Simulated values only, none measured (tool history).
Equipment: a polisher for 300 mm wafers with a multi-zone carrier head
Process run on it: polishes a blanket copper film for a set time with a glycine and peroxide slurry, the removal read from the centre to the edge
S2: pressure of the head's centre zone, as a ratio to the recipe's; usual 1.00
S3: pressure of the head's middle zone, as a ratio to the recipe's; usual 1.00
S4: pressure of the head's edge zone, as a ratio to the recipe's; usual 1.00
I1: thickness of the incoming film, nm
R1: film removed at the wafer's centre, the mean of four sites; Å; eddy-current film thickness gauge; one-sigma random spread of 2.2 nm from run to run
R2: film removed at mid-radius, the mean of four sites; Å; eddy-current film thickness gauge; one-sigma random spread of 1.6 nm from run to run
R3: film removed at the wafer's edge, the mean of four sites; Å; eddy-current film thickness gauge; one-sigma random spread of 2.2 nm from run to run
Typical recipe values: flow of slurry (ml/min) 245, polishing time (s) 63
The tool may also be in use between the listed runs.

Run 1, hour 0.0: usual settings; I1 1122.6. Result: R1 2120 Å, R2 1970 Å, R3 1978 Å.
Run 2, hour 22.9: usual settings; I1 1123.1. Result: R1 2130 Å, R2 1931 Å, R3 1959 Å.
Run 3, hour 53.8: usual settings; I1 1120.1. Result: R1 2138 Å, R2 1944 Å, R3 1958 Å.
Run 4, hour 70.5: usual settings; I1 1114.9. Result: R1 2113 Å, R2 1926 Å, R3 1952 Å.
Run 5, hour 90.8: usual settings; I1 1123.4. Result: R1 2132 Å, R2 1930 Å, R3 1955 Å.
At hour 117.6: worn pad replaced by a new one.
Run 6, hour 119.4: usual settings but polishing time (s) 54; I1 1124.0. Result: R1 1803 Å, R2 1660 Å, R3 1677 Å.
Run 7, hour 149.4: usual settings; I1 1135.4. Result: R1 2087 Å, R2 1928 Å, R3 1962 Å.
Run 8, hour 172.9: usual settings but polishing time (s) 74; I1 1130.9. Result: R1 2462 Å, R2 2255 Å, R3 2279 Å.
Run 9, hour 185.6: usual settings but polishing time (s) 74; I1 1151.9. Result: R1 2445 Å, R2 2258 Å, R3 2342 Å.
Run 10, hour 218.9: usual settings; I1 1143.3. Result: R1 2122 Å, R2 1887 Å, R3 1945 Å.
At hour 236.1: slurry nozzle cleaned.
At hour 254.1: worn pad replaced by a new one.
Run 11, hour 254.6: usual settings; I1 1148.8. Result: R1 2271 Å, R2 2034 Å, R3 2056 Å.
At hour 325.3: centre zone pressure recalibrated.
Run 12, hour 353.7: usual settings; I1 1118.1. Result: R1 2082 Å, R2 2066 Å, R3 2040 Å.
Run 13, hour 379.0: usual settings; I1 1142.3. Result: R1 2058 Å, R2 2027 Å, R3 2043 Å.
At hour 386.9: worn pad replaced by a new one.
At hour 395.3: edge zone pressure recalibrated.
Run 14, hour 395.8: usual settings but flow of slurry (ml/min) 225, S2 1.09; I1 1125.4. Result: R1 2258 Å, R2 2018 Å, R3 2015 Å.
Run 15, hour 417.7: usual settings; I1 1131.7. Result: R1 2101 Å, R2 2028 Å, R3 2038 Å.
Run 16, hour 430.4: usual settings but flow of slurry (ml/min) 275; I1 1103.1. Result: R1 2129 Å, R2 2071 Å, R3 2016 Å.
Run 17, hour 445.4: usual settings but S4 1.03, polishing time (s) 56; I1 1113.0. Result: R1 1860 Å, R2 1831 Å, R3 1824 Å.
At hour 456.8: carrier head's membrane replaced by a new one.
Run 18, hour 463.3: usual settings but flow of slurry (ml/min) 165, S3 0.94; I1 1128.9. Result: R1 1985 Å, R2 1819 Å, R3 1958 Å.
At hour 493.4: worn pad replaced by a new one.
Run 19, hour 498.9: usual settings but flow of slurry (ml/min) 300; I1 1136.0. Result: R1 2136 Å, R2 2052 Å, R3 2077 Å.
Run 20, hour 522.6: usual settings but flow of slurry (ml/min) 160; I1 1126.7. Result: R1 1904 Å, R2 1878 Å, R3 1951 Å.
Run 21, hour 539.2: usual settings but S4 1.05; I1 1115.9. Result: R1 2124 Å, R2 1998 Å, R3 2120 Å.
Run 22, hour 572.3: usual settings but polishing time (s) 69; I1 1114.4. Result: R1 2237 Å, R2 2181 Å, R3 2239 Å.
Run 23, hour 594.1: usual settings but S2 0.93, S4 0.92; I1 1127.2. Result: R1 1934 Å, R2 1982 Å, R3 1916 Å.

Consider 3 possible next runs. They are alternatives, not a sequence: every one starts from the tool as it was left by run 23. What does each give?
Run A, hour 594.5: usual settings but S2 1.07; I1 1125.0. Result: R1 ?, R2 ?, R3 ?.
Run B, hour 594.5: usual settings but flow of slurry (ml/min) 215, S3 1.11, S4 0.95, polishing time (s) 47; I1 1125.0. Result: R1 ?, R2 ?, R3 ?.
Run C, hour 594.5: usual settings but flow of slurry (ml/min) 160, S2 1.08; I1 1125.0. Result: R1 ?, R2 ?, R3 ?.

run    R1    R2    R3
  A  2269  2007  2021
  B  1547  1604  1447
  C  2101  1859  1913
Had the tool no hidden state, the same runs would have come out as:
run    R1    R2    R3
  A  2267  2081  2076
  B  1554  1670  1491
  C  2142  1961  1987

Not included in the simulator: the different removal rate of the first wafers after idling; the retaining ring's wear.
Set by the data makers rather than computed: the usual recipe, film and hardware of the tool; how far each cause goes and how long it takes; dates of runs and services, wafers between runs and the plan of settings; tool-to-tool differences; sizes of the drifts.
